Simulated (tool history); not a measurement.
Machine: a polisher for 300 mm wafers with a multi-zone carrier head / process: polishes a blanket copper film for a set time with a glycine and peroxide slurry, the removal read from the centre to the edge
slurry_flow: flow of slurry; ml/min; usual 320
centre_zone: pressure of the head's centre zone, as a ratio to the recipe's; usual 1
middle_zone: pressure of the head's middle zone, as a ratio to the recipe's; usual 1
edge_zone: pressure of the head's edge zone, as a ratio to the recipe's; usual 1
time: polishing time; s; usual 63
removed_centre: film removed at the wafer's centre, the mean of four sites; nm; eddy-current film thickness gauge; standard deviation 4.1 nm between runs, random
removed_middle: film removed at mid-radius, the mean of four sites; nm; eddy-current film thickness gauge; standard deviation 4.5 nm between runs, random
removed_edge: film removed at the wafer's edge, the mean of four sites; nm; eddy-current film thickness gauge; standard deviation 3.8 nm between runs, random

| run | hour | slurry_flow | centre_zone | middle_zone | edge_zone | time | wafers since the last listed run | wafers polished on this pad | hours since the slurry nozzle was cleaned | hours since the centre zone pressure was calibrated | hours since the edge zone pressure was calibrated | hours since the carrier head's membrane was replaced | incoming thickness of the incoming film, nm | removed_centre | removed_middle | removed_edge |
|---|---|---|---|---|---|---|---|---|---|---|---|---|---|---|---|---|
| 1 | 0 | 320 | 1 | 1 | 1 | 63 | 0 | 545 | 151 | 315.3 | 550.8 | 236.4 | 1905.6 | 400.7 | 410.7 | 402.1 |
| 2 | 57.1 | 320 | 1 | 1 | 1 | 51 | 522 | 1067 | 208.1 | 372.4 | 607.9 | 293.5 | 1915.3 | 320.9 | 332.1 | 329.5 |
| 3 | 152.8 | 240 | 1 | 0.9 | 1 | 63 | 876 | 1943 | 303.8 | 468.1 | 703.6 | 389.2 | 1886.7 | 394.6 | 375.8 | 400.7 |
| 4 | 195.7 | 320 | 0.91 | 1 | 1 | 63 | 392 | 2336 | 346.7 | 511 | 746.5 | 432.1 | 1903.1 | 366.9 | 413.6 | 397 |
| 5 | 238.1 | 320 | 1 | 1 | 1 | 63 | 388 | 2724 | 389.1 | 553.4 | 788.9 | 474.5 | 1937.7 | 406.3 | 412.5 | 406 |
|  | 286.6 | slurry nozzle cleaned |
| 6 | 294.8 | 320 | 0.92 | 1 | 1.07 | 84 | 509 | 3234 | 8.2 | 610.1 | 845.6 | 531.2 | 1892.5 | 492.1 | 552.1 | 566.6 |
|  | 374.6 | worn pad replaced by a new one |
| 7 | 400.7 | 320 | 1.06 | 1.09 | 1.12 | 63 | 932 | 239 | 114.1 | 716 | 951.5 | 637.1 | 1920.1 | 429.3 | 425.8 | 421.4 |
|  | 499.1 | centre zone pressure recalibrated |
| 8 | 501 | 320 | 1.12 | 1 | 1 | 63 | 899 | 1139 | 214.4 | 1.9 | 1051.8 | 737.4 | 1871.8 | 449.7 | 410.9 | 408.8 |
| 9 | 538.4 | 385 | 1 | 0.91 | 1.06 | 57 | 342 | 1481 | 251.8 | 39.3 | 1089.2 | 774.8 | 1896.4 | 367 | 362.6 | 380.9 |
| 10 | 578.9 | 385 | 1 | 1 | 1 | 63 | 370 | 1852 | 292.3 | 79.8 | 1129.7 | 815.3 | 1910.2 | 405.6 | 411.8 | 412.6 |
| 11 | 627.5 | 320 | 1 | 1 | 1 | 63 | 444 | 2297 | 340.9 | 128.4 | 1178.3 | 863.9 | 1899.9 | 403.2 | 404.7 | 408.4 |
| 12 | 673.3 | 320 | 1 | 1 | 1 | 76 | 419 | 2716 | 386.7 | 174.2 | 1224.1 | 909.7 | 1912.3 | 482.6 | 494.6 | 481.6 |
|  | 681.4 | edge zone pressure recalibrated |
|  | 700.2 | slurry nozzle cleaned |
| 13 | 753.1 | 320 | 0.89 | 1.1 | 1 | 63 | 703 | 3419 | 52.9 | 254 | 71.7 | 989.5 | 1902.6 | 353.2 | 442.2 | 409.9 |
| 14 | 811 | 215 | 1 | 1 | 1 | 53 | 530 | 3949 | 110.8 | 311.9 | 129.6 | 1047.4 | 1868.2 | 321.4 | 330.8 | 327.6 |
|  | 827.2 | worn pad replaced by a new one |
| 15 | 907.8 | 255 | 1.08 | 1 | 1 | 63 | 849 | 737 | 207.6 | 408.7 | 226.4 | 1144.2 | 1908.4 | 419.7 | 398.1 | 392.3 |
|  | 929.2 | carrier head's membrane replaced by a new one |
| 16 | 960 | 320 | 1 | 0.93 | 1.12 | 63 | 432 | 1169 | 259.8 | 460.9 | 278.6 | 30.8 | 1879.4 | 400.8 | 399 | 428.4 |
| 17 | 1005 | 320 | 0.93 | 1 | 1 | 63 | 411 | 1581 | 304.8 | 505.9 | 323.6 | 75.8 | 1899.9 | 379 | 406.9 | 412 |
| 18 | 1099.8 | 320 | 1 | 1 | 1 | 63 | 867 | 2449 | 399.6 | 600.7 | 418.4 | 170.6 | 1909.9 | 402.9 | 404.1 | 409.5 |
|  | 1151.5 | slurry nozzle cleaned |
| 19 | 1156 | 275 | 1.05 | 1 | 0.94 | 63 | 505 | 2955 | 4.5 | 656.9 | 474.6 | 226.8 | 1925.5 | 417.1 | 400.4 | 389 |
| 20 | 1215 | 320 | 1 | 1 | 1 | 78 | 540 | 3495 | 63.5 | 715.9 | 533.6 | 285.8 | 1897 | 500.6 | 511.2 | 510.5 |
| 21 | 1257.8 | 320 | 0.94 | 1 | 1 | 63 | 391 | 3886 | 106.3 | 758.7 | 576.4 | 328.6 | 1864.9 | 381.7 | 411.2 | 408 |

Exercise: give the hidden state of the tool at every run:
removal rate lost through wear of the pad, %: 0 at every run
slurry flow missing at the pad, %: 0 at every run
deviation of the centre zone's pressure from its setpoint, %: 0 at every run
deviation of the edge zone's pressure from its setpoint, %: 0 at every run
